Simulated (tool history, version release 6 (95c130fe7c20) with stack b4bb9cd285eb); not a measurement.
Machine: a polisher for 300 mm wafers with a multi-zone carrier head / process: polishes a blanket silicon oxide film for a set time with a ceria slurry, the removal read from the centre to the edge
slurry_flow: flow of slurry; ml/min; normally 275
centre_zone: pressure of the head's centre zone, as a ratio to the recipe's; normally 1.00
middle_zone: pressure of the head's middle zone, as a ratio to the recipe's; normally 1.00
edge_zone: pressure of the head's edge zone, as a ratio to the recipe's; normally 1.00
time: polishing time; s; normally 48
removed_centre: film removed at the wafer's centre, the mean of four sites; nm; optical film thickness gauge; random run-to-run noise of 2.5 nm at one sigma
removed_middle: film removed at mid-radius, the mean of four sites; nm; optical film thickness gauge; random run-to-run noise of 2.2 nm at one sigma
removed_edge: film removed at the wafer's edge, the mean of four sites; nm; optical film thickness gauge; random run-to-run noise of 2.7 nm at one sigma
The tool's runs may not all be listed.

run,hour,slurry_flow,centre_zone,middle_zone,edge_zone,time,"incoming thickness of the incoming film, nm",removed_centre,removed_middle,removed_edge
1,0.0,275,1.00,1.00,1.00,48,1254.1,200.9,194.6,192.9
# hour 55.8: edge zone pressure recalibrated
2,107.7,275,1.00,1.00,1.00,48,1242.5,203.0,194.3,191.2
3,166.4,275,1.00,1.00,1.00,48,1237.0,205.8,194.6,191.0
4,228.8,275,1.00,1.00,1.00,48,1241.7,203.2,191.1,188.0
# hour 235.1: worn pad replaced by a new one
5,307.9,215,1.05,1.00,1.00,48,1245.3,208.6,183.3,182.7
6,384.7,275,1.00,1.00,0.91,48,1250.6,207.7,189.3,179.1
# hour 429.2: slurry nozzle cleaned
7,447.9,275,1.00,1.00,0.91,48,1253.3,208.6,191.9,178.8
# hour 463.0: centre zone pressure recalibrated
# hour 490.1: carrier head's membrane replaced by a new one
8,542.3,245,1.00,0.88,1.00,33,1257.3,133.8,116.2,126.5
# hour 605.3: edge zone pressure recalibrated
9,637.3,275,1.00,1.00,1.00,48,1239.3,199.7,190.8,187.0
10,682.5,275,1.00,1.00,1.00,48,1225.9,203.5,189.8,191.2
11,773.5,235,0.92,1.04,1.00,38,1266.1,141.3,153.6,151.5
# hour 781.0: worn pad replaced by a new one
12,852.5,275,1.05,1.00,0.95,48,1261.6,209.1,190.3,185.8
# hour 881.5: slurry nozzle cleaned
13,956.3,275,0.95,1.00,1.00,48,1241.3,192.0,191.6,192.9
14,1003.5,275,1.00,1.00,1.00,48,1231.5,203.8,191.8,188.7
15,1069.0,275,0.93,1.07,0.91,43,1253.9,168.1,179.1,164.0
16,1166.8,310,1.04,1.00,0.93,48,1252.9,220.1,193.6,189.2
# hour 1174.9: edge zone pressure recalibrated
# hour 1209.4: worn pad replaced by a new one
17,1258.1,340,1.07,1.00,0.94,33,1223.7,160.8,133.0,127.2
18,1310.3,275,1.00,1.00,0.88,48,1241.4,204.4,189.7,177.2
19,1417.4,275,0.91,1.00,1.00,48,1245.0,187.2,189.7,188.4
# hour 1424.9: slurry nozzle cleaned
20,1488.7,325,1.06,0.91,1.00,36,1263.6,169.8,134.4,143.4
21,1582.8,240,1.09,1.00,1.00,34,1244.7,153.8,132.0,133.4
22,1620.2,275,1.00,1.00,1.00,48,1262.9,209.0,191.4,193.5
# hour 1664.0: worn pad replaced by a new one
23,1690.5,275,1.00,0.92,1.00,36,1257.5,155.2,135.2,142.8

3 ways to go on from here, each from the tool as it stands after run 23. What would each give?
A,1690.9,275,1.00,1.00,1.00,48,1243.8,?,?,?
B,1690.9,275,1.00,1.04,1.07,59,1243.8,?,?,?
C,1690.9,275,1.06,1.06,1.00,38,1243.8,?,?,?

run,removed_centre,removed_middle,removed_edge
A,213.9,190.7,192.2
B,263.0,241.1,243.9
C,179.6,157.5,152.1
Stripped of hidden state, with their random variation kept, the same runs would have yielded:
run,removed_centre,removed_middle,removed_edge
A,196.9,190.8,192.2
B,242.0,241.2,243.9
C,165.3,157.5,152.1

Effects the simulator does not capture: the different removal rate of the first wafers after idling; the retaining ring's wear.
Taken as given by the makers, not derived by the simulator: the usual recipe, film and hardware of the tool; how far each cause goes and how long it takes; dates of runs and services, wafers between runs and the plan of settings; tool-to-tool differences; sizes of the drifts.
